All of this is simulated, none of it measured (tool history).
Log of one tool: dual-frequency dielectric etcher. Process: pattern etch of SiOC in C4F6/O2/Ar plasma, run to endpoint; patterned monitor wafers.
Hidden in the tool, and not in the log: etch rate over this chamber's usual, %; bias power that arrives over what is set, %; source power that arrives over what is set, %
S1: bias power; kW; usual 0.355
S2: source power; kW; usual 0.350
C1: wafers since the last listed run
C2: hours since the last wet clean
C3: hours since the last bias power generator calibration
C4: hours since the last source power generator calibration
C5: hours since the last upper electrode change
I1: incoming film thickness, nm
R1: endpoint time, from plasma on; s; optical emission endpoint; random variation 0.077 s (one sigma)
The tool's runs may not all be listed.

| run | hour | S1 | S2 | C1 | C2 | C3 | C4 | C5 | I1 | R1 |
|---|---|---|---|---|---|---|---|---|---|---|
| 1 | 0.0 | 0.403 | 0.350 | 0 | 438.8 | 1200.2 | 2777.0 | 1677.7 | 34.20 | 12.7 |
| 2 | 34.6 | 0.403 | 0.350 | 621 | 473.4 | 1234.8 | 2811.6 | 1712.3 | 33.84 | 12.4 |
|  | 64.0 | wet clean of the chamber |
| 3 | 64.5 | 0.418 | 0.350 | 105 | 0.5 | 1264.7 | 2841.5 | 1742.2 | 34.52 | 13.3 |
| 4 | 75.5 | 0.355 | 0.350 | 197 | 11.5 | 1275.7 | 2852.5 | 1753.2 | 33.92 | 14.0 |
| 5 | 96.1 | 0.355 | 0.350 | 370 | 32.1 | 1296.3 | 2873.1 | 1773.8 | 34.37 | 14.1 |
| 6 | 169.2 | 0.355 | 0.320 | 1313 | 105.2 | 1369.4 | 2946.2 | 1846.9 | 34.36 | 14.7 |
| 7 | 182.1 | 0.355 | 0.350 | 231 | 118.1 | 1382.3 | 2959.1 | 1859.8 | 34.42 | 14.0 |
| 8 | 210.2 | 0.355 | 0.350 | 504 | 146.2 | 1410.4 | 2987.2 | 1887.9 | 34.04 | 14.0 |
| 9 | 239.5 | 0.355 | 0.350 | 526 | 175.5 | 1439.7 | 3016.5 | 1917.2 | 33.88 | 13.8 |
| 10 | 265.7 | 0.355 | 0.350 | 470 | 201.7 | 1465.9 | 3042.7 | 1943.4 | 34.41 | 14.1 |
| 11 | 299.4 | 0.418 | 0.410 | 605 | 235.4 | 1499.6 | 3076.4 | 1977.1 | 34.02 | 11.7 |
| 12 | 313.3 | 0.355 | 0.380 | 249 | 249.3 | 1513.5 | 3090.3 | 1991.0 | 34.21 | 13.1 |
|  | 337.6 | upper electrode replaced |
| 13 | 347.1 | 0.277 | 0.400 | 176 | 283.1 | 1547.3 | 3124.1 | 9.5 | 34.27 | 14.7 |
|  | 354.5 | source power generator calibrated |
| 14 | 361.1 | 0.355 | 0.350 | 179 | 297.1 | 1561.3 | 6.6 | 23.5 | 34.17 | 13.7 |
| 15 | 384.7 | 0.355 | 0.400 | 423 | 320.7 | 1584.9 | 30.2 | 47.1 | 34.41 | 12.8 |
| 16 | 407.1 | 0.405 | 0.410 | 402 | 343.1 | 1607.3 | 52.6 | 69.5 | 33.98 | 11.6 |
| 17 | 428.3 | 0.408 | 0.280 | 380 | 364.3 | 1628.5 | 73.8 | 90.7 | 34.36 | 14.3 |
| 18 | 458.7 | 0.355 | 0.350 | 546 | 394.7 | 1658.9 | 104.2 | 121.1 | 34.16 | 13.6 |
| 19 | 474.5 | 0.355 | 0.350 | 283 | 410.5 | 1674.7 | 120.0 | 136.9 | 34.39 | 13.5 |
|  | 481.9 | bias power generator calibrated |
| 20 | 499.9 | 0.316 | 0.350 | 384 | 435.9 | 18.0 | 145.4 | 162.3 | 34.30 | 14.5 |
| 21 | 513.4 | 0.355 | 0.350 | 242 | 449.4 | 31.5 | 158.9 | 175.8 | 34.53 | 13.5 |
|  | 538.9 | wet clean of the chamber |
| 22 | 539.8 | 0.298 | 0.300 | 43 | 0.9 | 57.9 | 185.3 | 202.2 | 33.99 | 16.9 |
| 23 | 554.9 | 0.355 | 0.350 | 271 | 16.0 | 73.0 | 200.4 | 217.3 | 34.33 | 14.3 |
| 24 | 586.0 | 0.355 | 0.270 | 558 | 47.1 | 104.1 | 231.5 | 248.4 | 34.31 | 16.4 |
| 25 | 617.6 | 0.289 | 0.400 | 567 | 78.7 | 135.7 | 263.1 | 280.0 | 33.88 | 14.5 |
| 26 | 631.9 | 0.326 | 0.280 | 256 | 93.0 | 150.0 | 277.4 | 294.3 | 34.33 | 16.8 |
| 27 | 646.1 | 0.355 | 0.350 | 255 | 107.2 | 164.2 | 291.6 | 308.5 | 34.65 | 14.3 |
| 28 | 663.5 | 0.355 | 0.260 | 312 | 124.6 | 181.6 | 309.0 | 325.9 | 33.77 | 16.2 |
| 29 | 699.1 | 0.304 | 0.270 | 639 | 160.2 | 217.2 | 344.6 | 361.5 | 34.47 | 17.7 |
| 30 | 720.8 | 0.385 | 0.300 | 389 | 181.9 | 238.9 | 366.3 | 383.2 | 34.46 | 14.7 |
| 31 | 751.4 | 0.355 | 0.350 | 549 | 212.5 | 269.5 | 396.9 | 413.8 | 34.11 | 13.8 |
| 32 | 772.5 | 0.355 | 0.350 | 379 | 233.6 | 290.6 | 418.0 | 434.9 | 34.43 | 13.9 |
| 33 | 806.3 | 0.443 | 0.350 | 607 | 267.4 | 324.4 | 451.8 | 468.7 | 34.47 | 12.4 |
| 34 | 829.1 | 0.382 | 0.280 | 409 | 290.2 | 347.2 | 474.6 | 491.5 | 34.06 | 14.9 |

The same runs without the tool's hidden state, with the same run-to-run variation:
| run | R1 |
|---|---|
| 1 | 13.4 |
| 2 | 13.1 |
| 3 | 13.3 |
| 4 | 14.1 |
| 5 | 14.2 |
| 6 | 15.0 |
| 7 | 14.3 |
| 8 | 14.2 |
| 9 | 14.1 |
| 10 | 14.4 |
| 11 | 12.0 |
| 12 | 13.6 |
| 13 | 15.2 |
| 14 | 14.2 |
| 15 | 13.3 |
| 16 | 12.1 |
| 17 | 14.9 |
| 18 | 14.3 |
| 19 | 14.2 |
| 20 | 15.2 |
| 21 | 14.3 |
| 22 | 17.0 |
| 23 | 14.4 |
| 24 | 16.6 |
| 25 | 14.6 |
| 26 | 17.0 |
| 27 | 14.5 |
| 28 | 16.5 |
| 29 | 18.1 |
| 30 | 15.0 |
| 31 | 14.2 |
| 32 | 14.3 |
| 33 | 12.8 |
| 34 | 15.5 |
